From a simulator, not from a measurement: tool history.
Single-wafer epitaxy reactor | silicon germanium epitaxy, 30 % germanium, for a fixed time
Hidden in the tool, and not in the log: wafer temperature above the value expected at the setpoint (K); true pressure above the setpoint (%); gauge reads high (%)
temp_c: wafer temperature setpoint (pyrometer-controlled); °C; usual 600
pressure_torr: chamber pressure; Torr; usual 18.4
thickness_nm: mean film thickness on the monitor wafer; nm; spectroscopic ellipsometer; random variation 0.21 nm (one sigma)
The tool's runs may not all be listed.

run    hour  temp_c  pressure_torr  wafers since the last listed run  hours since the last pyrometer calibration  hours since the last manometer calibration  hours since the showerhead was replaced  hours since the gauge calibration  read-back reference wafer on the same gauge, thickness_nm  thickness_nm
  1       0     600           16.1                                 0                                       921.5                                      1812.7                                   4650.2                             1274.3                                                     48.854        46.355
  2    99.9     600           18.4                              1091                                      1021.4                                      1912.6                                   4750.1                             1374.2                                                     48.764         50.79
  3   187.6     600           18.4                               957                                      1109.1                                      2000.3                                   4837.8                             1461.9                                                     48.823        50.995
  4   275.6     600           18.4                               961                                      1197.1                                      2088.3                                   4925.8                             1549.9                                                     48.874        50.948
  5   334.2     591           18.4                               639                                      1255.7                                      2146.9                                   4984.4                             1608.5                                                     48.803        44.009
  6   428.4     591           18.4                              1028                                      1349.9                                      2241.1                                   5078.6                             1702.7                                                     48.785         43.98
  7   481.8     600           16.5                               583                                      1403.3                                      2294.5                                     5132                             1756.1                                                     48.754        47.222
  8   579.9     600           16.5                              1071                                      1501.4                                      2392.6                                   5230.1                             1854.2                                                     48.858        46.964
  9   637.4     610           18.4                               627                                      1558.9                                      2450.1                                   5287.6                             1911.7                                                     48.765         59.46
 10   703.2     610           18.4                               718                                      1624.7                                      2515.9                                   5353.4                             1977.5                                                     48.754        59.188
 11   781.4     610           18.4                               854                                      1702.9                                      2594.1                                   5431.6                             2055.7                                                     48.772        58.777
 12     830     592           18.4                               530                                      1751.5                                      2642.7                                   5480.2                             2104.3                                                     48.733        44.273
 13   871.3     604           21.9                               451                                      1792.8                                        2684                                   5521.5                             2145.6                                                     48.833        59.388
        904  -- pyrometer calibrated
 14   930.1     613           21.4                               554                                        26.1                                      2742.8                                   5580.3                             2204.4                                                     48.801        69.323
     1032.5  -- capacitance manometer re-zeroed and calibrated
 15    1033     595           18.4                              1036                                         129                                         0.5                                   5683.2                             2307.3                                                     48.725        47.596
 16  1068.5     606           16.9                               387                                       164.5                                          36                                   5718.7                             2342.8                                                     48.774        53.257
 17  1172.8     587           20.7                              1139                                       268.8                                       140.3                                     5823                             2447.1                                                     48.768        44.389
 18  1275.1     600           18.4                              1117                                       371.1                                       242.6                                   5925.3                             2549.4                                                     48.788         51.41
 19  1373.3     600           21.2                              1072                                       469.3                                       340.8                                   6023.5                             2647.6                                                     48.869        55.787
     1450.8  -- showerhead replaced, of another model than before
 20  1478.5     611           18.4                              1061                                       574.5                                         446                                     27.7                             2752.8                                                     48.908        60.835
 21  1560.7     600           18.4                               897                                       656.7                                       528.2                                    109.9                               2835                                                     48.802         51.17
 22  1625.8     600           19.8                               710                                       721.8                                       593.3                                      175                             2900.1                                                      48.76        52.354
 23  1664.7     595           18.4                               424                                       760.7                                       632.2                                    213.9                               2939                                                     48.859        46.871
 24  1717.2     600           18.4                               573                                       813.2                                       684.7                                    266.4                             2991.5                                                     48.818         51.29
 25  1822.9     609           20.6                              1154                                       918.9                                       790.4                                    372.1                             3097.2                                                     48.793        61.322
 26  1877.8     590             16                               599                                       973.8                                       845.3                                      427                             3152.1                                                     48.781        41.308
 27  1949.9     600           18.4                               787                                      1045.9                                       917.4                                    499.1                             3224.2                                                     48.755        50.991
     1988.3  -- gauge calibrated
 28  2018.7     600           18.4                               751                                      1114.7                                       986.2                                    567.9                               30.4                                                     48.819        51.061
 29  2122.7     600           13.9                              1135                                      1218.7                                      1090.2                                    671.9                              134.4                                                     48.899        45.844
 30  2202.6     612           16.6                               872                                      1298.6                                      1170.1                                    751.8                              214.3                                                     48.775        59.102
 31  2248.9     607           18.4                               505                                      1344.9                                      1216.4                                    798.1                              260.6                                                      48.84        56.746
 32  2298.7     613           16.3                               543                                      1394.7                                      1266.2                                    847.9                              310.4                                                      48.73        59.556
 33  2388.9     607             22                               985                                      1484.9                                      1356.4                                    938.1                              400.6                                                     48.772        60.122
 34  2699.3     600           17.1                              3389                                      1795.3                                      1666.8                                   1248.5                                711                                                     48.754        48.939
 35  2864.2     600           18.4                              1800                                      1960.2                                      1831.7                                   1413.4                              875.9                                                     48.818        49.648
 36  2933.6     607           19.6                               757                                      2029.6                                      1901.1                                   1482.8                              945.3                                                     48.789        57.394

What the log doesn't show, run by run:
true pressure above the setpoint (%): 0 in every run
gauge reads high (%): 0 in every run
H1: wafer temperature above the value expected at the setpoint (K)
run      H1
  1  -0.494
  2  -0.566
  3  -0.635
  4  -0.711
  5  -0.764
  6  -0.855
  7  -0.909
  8   -1.02
  9   -1.08
 10   -1.16
 11   -1.25
 12   -1.32
 13   -1.37
 14  -0.144
 15   -0.15
 16  -0.154
 17  -0.171
 18  -0.195
 19  -0.225
 20  -0.266
 21  -0.304
 22  -0.337
 23  -0.358
 24  -0.389
 25  -0.457
 26  -0.495
 27  -0.549
 28  -0.604
 29  -0.694
 30  -0.769
 31  -0.814
 32  -0.865
 33  -0.961
 34   -1.34
 35   -1.57
 36   -1.67

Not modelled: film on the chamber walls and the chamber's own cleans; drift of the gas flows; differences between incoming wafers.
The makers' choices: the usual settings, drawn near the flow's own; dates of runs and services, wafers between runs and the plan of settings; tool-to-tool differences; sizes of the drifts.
